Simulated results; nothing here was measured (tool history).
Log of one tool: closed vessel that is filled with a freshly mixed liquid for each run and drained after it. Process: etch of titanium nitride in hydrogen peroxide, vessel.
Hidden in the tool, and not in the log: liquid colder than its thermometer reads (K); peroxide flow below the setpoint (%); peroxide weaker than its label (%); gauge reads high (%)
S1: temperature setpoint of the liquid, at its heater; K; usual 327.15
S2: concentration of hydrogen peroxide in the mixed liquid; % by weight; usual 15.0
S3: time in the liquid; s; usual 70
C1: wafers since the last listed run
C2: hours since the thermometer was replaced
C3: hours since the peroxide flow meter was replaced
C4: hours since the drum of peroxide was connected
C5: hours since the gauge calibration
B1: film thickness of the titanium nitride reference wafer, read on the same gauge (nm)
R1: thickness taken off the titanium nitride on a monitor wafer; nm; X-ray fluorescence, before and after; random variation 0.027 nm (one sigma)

run,hour,S1,S2,S3,C1,C2,C3,C4,C5,B1,R1
1,0.0,327.15,12.0,70,0,1848.4,2578.6,540.5,92.3,149.980,3.920
2,9.4,327.15,12.0,70,909,1857.8,2588.0,549.9,101.7,149.991,3.902
3,21.9,327.15,12.0,70,1209,1870.3,2600.5,562.4,114.2,150.002,3.920
4,30.1,327.15,15.0,70,793,1878.5,2608.7,570.6,122.4,149.996,4.088
5,41.9,327.15,15.0,70,1141,1890.3,2620.5,582.4,134.2,150.005,4.064
6,58.2,327.15,15.0,70,1576,1906.6,2636.8,598.7,150.5,150.002,4.078
7,71.9,330.65,15.0,70,1325,1920.3,2650.5,612.4,164.2,150.028,5.190
8,82.6,330.65,15.0,70,1035,1931.0,2661.2,623.1,174.9,149.999,5.189
9,98.5,327.15,15.0,70,1538,1946.9,2677.1,639.0,190.8,149.989,4.049
# hour 104.8: new drum of peroxide connected
# hour 135.9: peroxide flow meter replaced
10,140.7,327.15,15.0,70,3888,1989.1,4.8,35.9,233.0,149.984,4.005
11,151.4,318.15,18.0,80,1035,1999.8,15.5,46.6,243.7,149.995,2.476
# hour 167.6: thermometer replaced
12,180.3,327.15,15.0,70,2698,12.7,44.4,75.5,272.6,150.006,4.911
13,194.5,332.65,12.0,105,1373,26.9,58.6,89.7,286.8,150.005,10.198
14,207.6,327.15,15.0,70,1267,40.0,71.7,102.8,299.9,149.999,4.847
# hour 219.3: gauge calibrated
15,222.9,327.15,15.0,70,1480,55.3,87.0,118.1,3.6,149.987,4.859
16,237.2,333.65,15.0,45,1383,69.6,101.3,132.4,17.9,149.990,4.891
17,243.9,327.15,17.5,80,648,76.3,108.0,139.1,24.6,149.994,5.680
18,258.0,327.15,18.0,70,1363,90.4,122.1,153.2,38.7,150.010,5.004
19,269.8,327.15,15.0,70,1141,102.2,133.9,165.0,50.5,150.031,4.814
20,284.3,332.15,12.0,35,1402,116.7,148.4,179.5,65.0,149.986,3.246
21,297.5,323.15,18.5,110,1276,129.9,161.6,192.7,78.2,150.003,5.960

Forecast each of these 3 alternatives for the next run:
A,298.2,318.65,15.0,70,67,130.6,162.3,193.4,78.9,?,?
B,298.2,334.65,19.5,45,67,130.6,162.3,193.4,78.9,?,?
C,298.2,327.15,15.0,95,67,130.6,162.3,193.4,78.9,?,?

run,B1,R1
A,150.001,2.609
B,150.001,5.521
C,150.001,6.564
Without the tool's hidden state the same runs would have given:
run,R1
A,2.722
B,5.737
C,6.833
